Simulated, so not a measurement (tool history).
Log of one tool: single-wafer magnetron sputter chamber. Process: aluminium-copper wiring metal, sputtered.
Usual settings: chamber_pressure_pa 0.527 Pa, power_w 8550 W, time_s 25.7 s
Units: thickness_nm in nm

run   hour  chamber_pressure_pa  power_w  time_s  wafers since the last listed run  wafers on the sputter target  hours since the last manometer calibration  hours since the magnet pack was replaced  hours since the gauge calibration  read-back reference wafer on the same gauge, thickness_nm  thickness_nm
  1    0.0                0.527     8550    22.6                                 0                          2387                                       990.2                                    9561.5                              263.6                                                    440.666       333.454
  2    9.3                0.527     8550    22.6                               145                          2533                                       999.5                                    9570.8                              272.9                                                    440.861       333.897
  3   26.5                0.527     7200    25.7                               269                          2803                                      1016.7                                    9588.0                              290.1                                                    440.729       319.371
  4   38.0                0.527     8550    25.7                               180                          2983                                      1028.2                                    9599.5                              301.6                                                    440.966       380.332
  5   54.6                0.527     8550    25.7                               260                          3243                                      1044.8                                    9616.1                              318.2                                                    441.439       381.348
  6   94.8                0.527     8550    25.7                               629                          3873                                      1085.0                                    9656.3                              358.4                                                    440.235       376.887
  7  103.6                0.527     8550    25.7                               137                          4011                                      1093.8                                    9665.1                              367.2                                                    441.155       379.516
     113.8  -- capacitance manometer re-zeroed and calibrated
  8  116.1                0.447     9000    25.7                                70                          4081                                         2.3                                    9677.6                              379.7                                                    440.918       410.070
     119.9  -- gauge calibrated
     132.3  -- sputter target and shields replaced
  9  132.8                0.527     8550    25.7                               136                             7                                        19.0                                    9694.3                               12.9                                                    441.016       369.236
 10  144.5                0.527     8550    25.7                               183                           191                                        30.7                                    9706.0                               24.6                                                    441.164       368.931
 11  174.1                0.527     8550    25.7                               463                           654                                        60.3                                    9735.6                               54.2                                                    440.917       368.902
     196.9  -- capacitance manometer re-zeroed and calibrated, repeated, since the last time left the tool worse
 12  197.4                0.527     8550    25.7                               239                           894                                         0.5                                    9758.9                               77.5                                                    440.333       387.498
 13  204.1                0.527     7350    25.7                               104                           999                                         7.2                                    9765.6                               84.2                                                    440.989       333.598
 14  220.9                0.527     8550    25.7                               263                          1262                                        24.0                                    9782.4                              101.0                                                    441.677       386.673
 15  236.9                0.350     8550    23.9                               250                          1513                                        40.0                                    9798.4                              117.0                                                    441.084       398.828
 16  282.1                0.527     8550    21.6                               708                          2222                                        85.2                                    9843.6                              162.2                                                    441.125       325.508
     298.1  -- magnet pack replaced
 17  298.6                0.527     8550    25.7                               133                          2355                                       101.7                                       0.5                              178.7                                                    440.958       389.646
 18  306.5                0.527     8550    21.7                               123                          2478                                       109.6                                       8.4                              186.6                                                    440.826       327.339
 19  321.3                0.676     8550    27.3                               231                          2710                                       124.4                                      23.2                              201.4                                                    441.367       378.166
 20  332.3                0.402    10050    24.2                               172                          2883                                       135.4                                      34.2                              212.4                                                    440.589       458.709
 21  345.0                0.527     8550    25.7                               199                          3082                                       148.1                                      46.9                              225.1                                                    441.911       387.172
     356.3  -- sputter target and shields replaced
 22  362.4                0.411    10550    29.2                               147                            95                                       165.5                                      64.3                              242.5                                                    441.292       575.525
 23  377.9                0.398     7300    23.7                               242                           338                                       181.0                                      79.8                              258.0                                                    440.756       327.316
 24  390.3                0.527     8550    25.7                               194                           532                                       193.4                                      92.2                              270.4                                                    440.947       386.129
 25  404.2                0.527     9550    25.7                               217                           750                                       207.3                                     106.1                              284.3                                                    440.316       434.740
 26  417.1                0.527     8550    25.7                               202                           952                                       220.2                                     119.0                              297.2                                                    441.102       386.193
 27  427.7                0.394     8550    29.2                               166                          1118                                       230.8                                     129.6                              307.8                                                    440.635       470.806
 28  442.5                0.527     7350    25.7                               231                          1350                                       245.6                                     144.4                              322.6                                                    440.622       332.931
 29  448.8                0.382    10400    22.7                                98                          1449                                       251.9                                     150.7                              328.9                                                    441.229       447.130
 30  460.1                0.527     7700    28.0                               177                          1626                                       263.2                                     162.0                              340.2                                                    441.528       379.861
 31  476.8                0.527     9950    23.6                               261                          1888                                       279.9                                     178.7                              356.9                                                    440.898       413.466
 32  483.4                0.709     7700    28.3                               103                          1991                                       286.5                                     185.3                              363.5                                                    441.480       348.796
 33  495.8                0.527     7950    25.7                               194                          2185                                       298.9                                     197.7                              375.9                                                    440.772       357.080
     498.3  -- gauge calibrated
 34  502.4                0.527     8550    25.7                               103                          2289                                       305.5                                     204.3                                4.1                                                    441.106       384.373
 35  511.3                0.527     9400    25.7                               139                          2428                                       314.4                                     213.2                               13.0                                                    441.389       423.178

Forecast each of these 4 alternatives for the next run:
  A  511.7                0.527     8550    25.7                                 6                          2435                                       314.8                                     213.6                               13.4                                                          ?             ?
  B  511.7                0.606     8550    25.7                                 6                          2435                                       314.8                                     213.6                               13.4                                                          ?             ?
  C  511.7                0.723     7300    27.9                                 6                          2435                                       314.8                                     213.6                               13.4                                                          ?             ?
  D  511.7                0.338     8550    22.8                                 6                          2435                                       314.8                                     213.6                               13.4                                                          ?             ?

run  read-back reference wafer on the same gauge, thickness_nm  thickness_nm
  A                                                    440.598       384.530
  B                                                    440.598       368.492
  C                                                    440.598       321.130
  D                                                    440.598       378.898
Without the tool's hidden state the same runs would have given:
run  thickness_nm
  A       389.364
  B       373.751
  C       326.484
  D       382.027

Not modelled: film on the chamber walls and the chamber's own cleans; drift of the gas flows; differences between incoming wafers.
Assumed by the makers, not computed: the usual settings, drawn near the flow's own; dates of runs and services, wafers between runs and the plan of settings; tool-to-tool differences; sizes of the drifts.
